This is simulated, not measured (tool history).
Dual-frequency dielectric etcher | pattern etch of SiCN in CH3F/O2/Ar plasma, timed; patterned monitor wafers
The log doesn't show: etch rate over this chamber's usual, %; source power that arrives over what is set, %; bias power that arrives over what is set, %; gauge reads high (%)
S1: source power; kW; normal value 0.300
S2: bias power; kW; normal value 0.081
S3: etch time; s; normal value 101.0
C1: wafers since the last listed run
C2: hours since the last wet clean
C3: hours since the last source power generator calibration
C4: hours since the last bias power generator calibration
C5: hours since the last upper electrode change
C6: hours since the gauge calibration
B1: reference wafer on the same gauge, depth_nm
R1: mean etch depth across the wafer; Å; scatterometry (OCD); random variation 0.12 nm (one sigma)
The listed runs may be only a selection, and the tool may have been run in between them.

| run | hour | S1 | S2 | S3 | C1 | C2 | C3 | C4 | C5 | C6 | B1 | R1 |
|---|---|---|---|---|---|---|---|---|---|---|---|---|
| 1 | 0.0 | 0.300 | 0.081 | 101.0 | 0 | 396.2 | 3477.4 | 1967.0 | 5685.6 | 172.3 | 34.14 | 414.0 |
| 2 | 27.9 | 0.300 | 0.081 | 101.0 | 212 | 424.1 | 3505.3 | 1994.9 | 5713.5 | 200.2 | 34.18 | 415.3 |
| 3 | 58.5 | 0.300 | 0.081 | 101.0 | 233 | 454.7 | 3535.9 | 2025.5 | 5744.1 | 230.8 | 34.17 | 412.3 |
| 4 | 70.6 | 0.300 | 0.081 | 101.0 | 92 | 466.8 | 3548.0 | 2037.6 | 5756.2 | 242.9 | 34.13 | 413.3 |
| 5 | 90.5 | 0.300 | 0.081 | 101.0 | 151 | 486.7 | 3567.9 | 2057.5 | 5776.1 | 262.8 | 34.07 | 413.9 |
| 6 | 119.4 | 0.300 | 0.081 | 101.0 | 220 | 515.6 | 3596.8 | 2086.4 | 5805.0 | 291.7 | 34.12 | 412.3 |
| 7 | 149.1 | 0.300 | 0.081 | 101.0 | 226 | 545.3 | 3626.5 | 2116.1 | 5834.7 | 321.4 | 34.11 | 413.9 |
| 8 | 176.9 | 0.300 | 0.081 | 101.0 | 212 | 573.1 | 3654.3 | 2143.9 | 5862.5 | 349.2 | 34.11 | 414.5 |
|  | 181.5 | gauge calibrated |
| 9 | 201.5 | 0.300 | 0.081 | 101.0 | 187 | 597.7 | 3678.9 | 2168.5 | 5887.1 | 20.0 | 34.40 | 417.1 |
| 10 | 226.9 | 0.300 | 0.081 | 101.0 | 193 | 623.1 | 3704.3 | 2193.9 | 5912.5 | 45.4 | 34.31 | 416.1 |
|  | 231.6 | bias power generator calibrated |
| 11 | 239.6 | 0.300 | 0.081 | 101.0 | 66 | 635.8 | 3717.0 | 8.0 | 5925.2 | 58.1 | 34.29 | 415.8 |
|  | 275.7 | wet clean of the chamber |
| 12 | 276.2 | 0.300 | 0.081 | 101.0 | 96 | 0.5 | 3753.6 | 44.6 | 5961.8 | 94.7 | 34.19 | 412.7 |
| 13 | 276.6 | 0.240 | 0.099 | 121.5 | 3 | 0.9 | 3754.0 | 45.0 | 5962.2 | 95.1 | 34.24 | 476.1 |
| 14 | 291.6 | 0.300 | 0.096 | 110.0 | 114 | 15.9 | 3769.0 | 60.0 | 5977.2 | 110.1 | 34.20 | 483.4 |
|  | 332.7 | upper electrode replaced |
| 15 | 381.7 | 0.260 | 0.065 | 101.0 | 504 | 106.0 | 3859.1 | 150.1 | 49.0 | 200.2 | 34.08 | 350.4 |
| 16 | 397.0 | 0.300 | 0.068 | 71.0 | 116 | 121.3 | 3874.4 | 165.4 | 64.3 | 215.5 | 34.10 | 271.9 |
| 17 | 409.3 | 0.220 | 0.081 | 101.0 | 93 | 133.6 | 3886.7 | 177.7 | 76.6 | 227.8 | 34.13 | 344.2 |
|  | 428.4 | source power generator calibrated |
| 18 | 443.1 | 0.300 | 0.081 | 101.0 | 227 | 167.4 | 14.7 | 211.5 | 110.4 | 261.6 | 34.10 | 411.6 |
| 19 | 455.6 | 0.300 | 0.100 | 123.5 | 95 | 179.9 | 27.2 | 224.0 | 122.9 | 274.1 | 34.04 | 546.9 |
|  | 461.7 | gauge calibrated |
| 20 | 484.4 | 0.300 | 0.076 | 101.0 | 219 | 208.7 | 56.0 | 252.8 | 151.7 | 22.7 | 34.47 | 406.4 |
| 21 | 500.7 | 0.260 | 0.090 | 101.0 | 124 | 225.0 | 72.3 | 269.1 | 168.0 | 39.0 | 34.36 | 400.0 |
| 22 | 532.9 | 0.300 | 0.076 | 101.0 | 245 | 257.2 | 104.5 | 301.3 | 200.2 | 71.2 | 34.28 | 405.4 |
| 23 | 555.3 | 0.300 | 0.093 | 79.5 | 170 | 279.6 | 126.9 | 323.7 | 222.6 | 93.6 | 34.27 | 343.8 |

Below are 4 alternative next runs, each starting from the tool's condition after run 23. Predict each:
| A | 555.7 | 0.300 | 0.067 | 101.0 | 3 | 280.0 | 127.3 | 324.1 | 223.0 | 94.0 | ? | ? |
| B | 555.7 | 0.240 | 0.070 | 72.0 | 3 | 280.0 | 127.3 | 324.1 | 223.0 | 94.0 | ? | ? |
| C | 555.7 | 0.280 | 0.070 | 101.0 | 3 | 280.0 | 127.3 | 324.1 | 223.0 | 94.0 | ? | ? |
| D | 555.7 | 0.250 | 0.081 | 101.0 | 3 | 280.0 | 127.3 | 324.1 | 223.0 | 94.0 | ? | ? |

| run | B1 | R1 |
|---|---|---|
| A | 34.26 | 386.4 |
| B | 34.26 | 246.5 |
| C | 34.26 | 378.1 |
| D | 34.26 | 374.6 |
Without the tool's hidden state the same runs would have given:
| run | R1 |
|---|---|
| A | 389.2 |
| B | 248.3 |
| C | 380.8 |
| D | 377.4 |
